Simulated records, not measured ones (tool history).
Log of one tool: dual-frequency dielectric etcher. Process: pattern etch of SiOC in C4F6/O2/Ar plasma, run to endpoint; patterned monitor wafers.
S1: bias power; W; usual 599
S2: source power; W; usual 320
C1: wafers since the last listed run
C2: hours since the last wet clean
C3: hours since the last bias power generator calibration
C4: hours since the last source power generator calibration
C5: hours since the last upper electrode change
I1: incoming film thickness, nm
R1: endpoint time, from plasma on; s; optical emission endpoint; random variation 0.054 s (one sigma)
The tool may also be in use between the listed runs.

| run | hour | S1 | S2 | C1 | C2 | C3 | C4 | C5 | I1 | R1 |
|---|---|---|---|---|---|---|---|---|---|---|
| 1 | 0.0 | 599 | 320 | 0 | 118.6 | 3605.9 | 2175.2 | 4152.0 | 27.23 | 9.4 |
| 2 | 51.8 | 599 | 320 | 551 | 170.4 | 3657.7 | 2227.0 | 4203.8 | 27.24 | 9.4 |
| 3 | 104.3 | 599 | 320 | 558 | 222.9 | 3710.2 | 2279.5 | 4256.3 | 27.33 | 9.5 |
| 4 | 163.9 | 512 | 300 | 634 | 282.5 | 3769.8 | 2339.1 | 4315.9 | 27.39 | 10.1 |
| 5 | 201.1 | 512 | 300 | 396 | 319.7 | 3807.0 | 2376.3 | 4353.1 | 27.35 | 10.1 |
| 6 | 238.6 | 512 | 300 | 399 | 357.2 | 3844.5 | 2413.8 | 4390.6 | 27.03 | 10.0 |
| 7 | 306.8 | 599 | 320 | 726 | 425.4 | 3912.7 | 2482.0 | 4458.8 | 27.01 | 9.3 |
| 8 | 343.9 | 599 | 320 | 394 | 462.5 | 3949.8 | 2519.1 | 4495.9 | 26.96 | 9.3 |
| 9 | 404.4 | 599 | 320 | 644 | 523.0 | 4010.3 | 2579.6 | 4556.4 | 27.05 | 9.3 |
| 10 | 508.5 | 599 | 320 | 1108 | 627.1 | 4114.4 | 2683.7 | 4660.5 | 27.00 | 9.4 |
|  | 591.8 | wet clean of the chamber |
| 11 | 601.6 | 599 | 320 | 735 | 9.8 | 4207.5 | 2776.8 | 4753.6 | 27.39 | 9.4 |
| 12 | 684.9 | 521 | 320 | 886 | 93.1 | 4290.8 | 2860.1 | 4836.9 | 27.01 | 9.6 |
| 13 | 761.3 | 685 | 340 | 813 | 169.5 | 4367.2 | 2936.5 | 4913.3 | 27.37 | 9.0 |
| 14 | 798.3 | 541 | 370 | 393 | 206.5 | 4404.2 | 2973.5 | 4950.3 | 27.26 | 9.1 |
| 15 | 844.7 | 538 | 250 | 493 | 252.9 | 4450.6 | 3019.9 | 4996.7 | 26.92 | 10.4 |
|  | 886.4 | bias power generator calibrated |
| 16 | 921.9 | 514 | 240 | 779 | 330.1 | 35.5 | 3097.1 | 5073.9 | 27.18 | 10.7 |
| 17 | 977.4 | 599 | 250 | 590 | 385.6 | 91.0 | 3152.6 | 5129.4 | 27.43 | 10.4 |
| 18 | 1034.5 | 599 | 320 | 607 | 442.7 | 148.1 | 3209.7 | 5186.5 | 27.07 | 9.2 |
| 19 | 1099.8 | 680 | 300 | 695 | 508.0 | 213.4 | 3275.0 | 5251.8 | 27.09 | 9.1 |
|  | 1142.3 | wet clean of the chamber |
|  | 1174.9 | source power generator calibrated |
| 20 | 1190.6 | 506 | 390 | 668 | 48.3 | 304.2 | 15.7 | 5342.6 | 27.05 | 9.1 |
| 21 | 1260.3 | 748 | 370 | 741 | 118.0 | 373.9 | 85.4 | 5412.3 | 26.99 | 8.4 |
| 22 | 1319.7 | 746 | 260 | 632 | 177.4 | 433.3 | 144.8 | 5471.7 | 27.00 | 9.8 |
|  | 1391.1 | upper electrode replaced |
| 23 | 1399.6 | 500 | 340 | 595 | 257.3 | 513.2 | 224.7 | 8.5 | 27.27 | 9.6 |
| 24 | 1485.4 | 599 | 320 | 913 | 343.1 | 599.0 | 310.5 | 94.3 | 27.10 | 9.5 |
| 25 | 1580.0 | 599 | 320 | 1007 | 437.7 | 693.6 | 405.1 | 188.9 | 26.99 | 9.4 |
| 26 | 1633.2 | 449 | 370 | 566 | 490.9 | 746.8 | 458.3 | 242.1 | 27.02 | 9.5 |
| 27 | 1693.2 | 666 | 240 | 638 | 550.9 | 806.8 | 518.3 | 302.1 | 27.14 | 10.3 |
| 28 | 1800.8 | 599 | 320 | 1145 | 658.5 | 914.4 | 625.9 | 409.7 | 26.99 | 9.4 |
|  | 1857.7 | wet clean of the chamber |
| 29 | 1878.3 | 599 | 320 | 569 | 20.6 | 991.9 | 703.4 | 487.2 | 27.02 | 9.5 |
| 30 | 1969.3 | 524 | 320 | 968 | 111.6 | 1082.9 | 794.4 | 578.2 | 26.90 | 9.6 |
| 31 | 2069.3 | 680 | 300 | 1064 | 211.6 | 1182.9 | 894.4 | 678.2 | 27.38 | 9.5 |
| 32 | 2167.2 | 705 | 360 | 1042 | 309.5 | 1280.8 | 992.3 | 776.1 | 27.29 | 8.7 |
| 33 | 2244.5 | 730 | 260 | 822 | 386.8 | 1358.1 | 1069.6 | 853.4 | 27.44 | 9.9 |
| 34 | 2313.3 | 599 | 320 | 732 | 455.6 | 1426.9 | 1138.4 | 922.2 | 27.34 | 9.6 |
| 35 | 2377.6 | 492 | 260 | 684 | 519.9 | 1491.2 | 1202.7 | 986.5 | 27.13 | 10.7 |

Forecast each of these 4 alternatives for the next run:
| A | 2378.0 | 530 | 320 | 4 | 520.3 | 1491.6 | 1203.1 | 986.9 | 27.15 | ? |
| B | 2378.0 | 701 | 320 | 4 | 520.3 | 1491.6 | 1203.1 | 986.9 | 27.15 | ? |
| C | 2378.0 | 516 | 260 | 4 | 520.3 | 1491.6 | 1203.1 | 986.9 | 27.15 | ? |
| D | 2378.0 | 693 | 270 | 4 | 520.3 | 1491.6 | 1203.1 | 986.9 | 27.15 | ? |

| run | R1 |
|---|---|
| A | 9.7 |
| B | 9.2 |
| C | 10.6 |
| D | 9.8 |
Without the tool's hidden state the same runs would have given:
| run | R1 |
|---|---|
| A | 9.8 |
| B | 9.2 |
| C | 10.6 |
| D | 9.8 |

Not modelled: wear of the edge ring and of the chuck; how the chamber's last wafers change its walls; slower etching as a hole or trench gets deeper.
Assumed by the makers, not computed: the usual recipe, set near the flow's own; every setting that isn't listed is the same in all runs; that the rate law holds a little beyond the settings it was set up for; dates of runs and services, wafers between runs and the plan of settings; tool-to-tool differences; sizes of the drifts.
